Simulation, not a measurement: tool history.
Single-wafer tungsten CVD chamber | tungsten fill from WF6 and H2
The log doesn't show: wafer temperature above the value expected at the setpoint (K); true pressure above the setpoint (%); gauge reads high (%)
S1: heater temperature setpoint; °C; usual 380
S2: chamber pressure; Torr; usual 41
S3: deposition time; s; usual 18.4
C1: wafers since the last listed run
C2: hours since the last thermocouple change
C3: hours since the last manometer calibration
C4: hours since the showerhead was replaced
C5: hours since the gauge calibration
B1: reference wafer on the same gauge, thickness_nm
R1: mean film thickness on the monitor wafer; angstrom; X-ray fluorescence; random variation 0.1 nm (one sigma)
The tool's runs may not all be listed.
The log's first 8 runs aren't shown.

run     day   S1    S2    S3    C1      C2      C3      C4      C5      B1      R1
  9  14.246  380    41  18.4  1727  1138.5  1694.3   224.8   123.8  38.397  410.68
 10  16.571  371    41  18.4  1544  1194.3  1750.1   280.6   179.6   38.43   348.5
 11  20.892  380    37  18.4  2870    1298  1853.8   384.3   283.3  38.386  395.54
 12  22.308  366    41  18.4   941    1332  1887.8   418.3   317.3  38.394  316.24
 13   24.15  380    41  18.4  1223  1376.2    1932   462.5   361.5  38.388  410.16
 14  26.979  380    41  20.6  1879  1444.1  1999.9   530.4   429.4  38.409  457.25
 15  28.304  370  32.8  18.4   880  1475.9  2031.7   562.2   461.2  38.401  314.54
 16  30.838  380    41  18.4  1683  1536.7  2092.5     623     522  38.399   408.9
 17  33.712  380    41  18.4  1910  1605.7  2161.5     692     591  38.401   408.9
 18  34.792  372  51.2  17.4   717  1631.6  2187.4   717.9   616.9  38.421   361.4
 19  36.617  390  33.3  15.6  1212  1675.4  2231.2   761.7   660.7  38.398  385.37
     37.167  -- capacitance manometer re-zeroed and calibrated
 20  38.021  380    41  18.4   711  1709.1    20.5   795.4   694.4  38.387  409.94
 21  39.612  380    41  18.4  1057  1747.3    58.7   833.6   732.6  38.377  409.72
 22  41.621  387  50.9  18.4  1334  1795.5   106.9   881.8   780.8  38.407  502.29
     42.271  -- thermocouple changed; heater temperature recalibrated
 23  44.221  388  49.6  19.9  1506    46.8   169.3   944.2   843.2  38.406  553.22
 24  46.408  370    41  18.4  1453    99.3   221.8   996.7   895.7  38.416  343.21
 25  48.233  392    41  18.4  1212   143.1   265.6  1040.5   939.5  38.407  506.36
 26  50.162  380    41  21.3  1281   189.4   311.9  1086.8   985.8  38.405  479.35
 27  51.896  386  45.8  20.4  1151     231   353.5  1128.4  1027.4   38.41  529.32
 28  53.008  380    41  17.5   739   257.7   380.2  1155.1  1054.1    38.4  392.49
 29  55.375  380  49.4  18.4  1572   314.5     437  1211.9  1110.9  38.394  440.51
 30  57.371  380  31.5  18.4  1326   362.4   484.9  1259.8  1158.8  38.404   375.8
 31  58.438  380  51.1  18.4   708     388   510.5  1285.4  1184.4  38.399  444.14
 32  60.933  395  47.6  21.6  1658   447.9   570.4  1345.3  1244.3  38.401  660.33
 33  63.008  380  47.6  18.4  1378   497.7   620.2  1395.1  1294.1  38.435  433.42

5 ways to go on from here, each from the tool as it stands after run 33. What would each give?
  A  63.025  380  31.8  18.4  11  498.1  620.6  1395.5  1294.5   ?   ?
  B  63.025  380  35.5  21.4  11  498.1  620.6  1395.5  1294.5   ?   ?
  C  63.025  374  47.4    21  11  498.1  620.6  1395.5  1294.5   ?   ?
  D  63.025  380  50.8  18.4  11  498.1  620.6  1395.5  1294.5   ?   ?
  E  63.025  380    41  16.3  11  498.1  620.6  1395.5  1294.5   ?   ?

run      B1      R1
  A  38.398  377.75
  B  38.398  456.33
  C  38.398  444.29
  D  38.398  444.93
  E  38.398  364.96
Without the tool's hidden state the same runs would have given:
run      R1
  A  381.73
  B  461.14
  C  449.04
  D  449.62
  E  368.81

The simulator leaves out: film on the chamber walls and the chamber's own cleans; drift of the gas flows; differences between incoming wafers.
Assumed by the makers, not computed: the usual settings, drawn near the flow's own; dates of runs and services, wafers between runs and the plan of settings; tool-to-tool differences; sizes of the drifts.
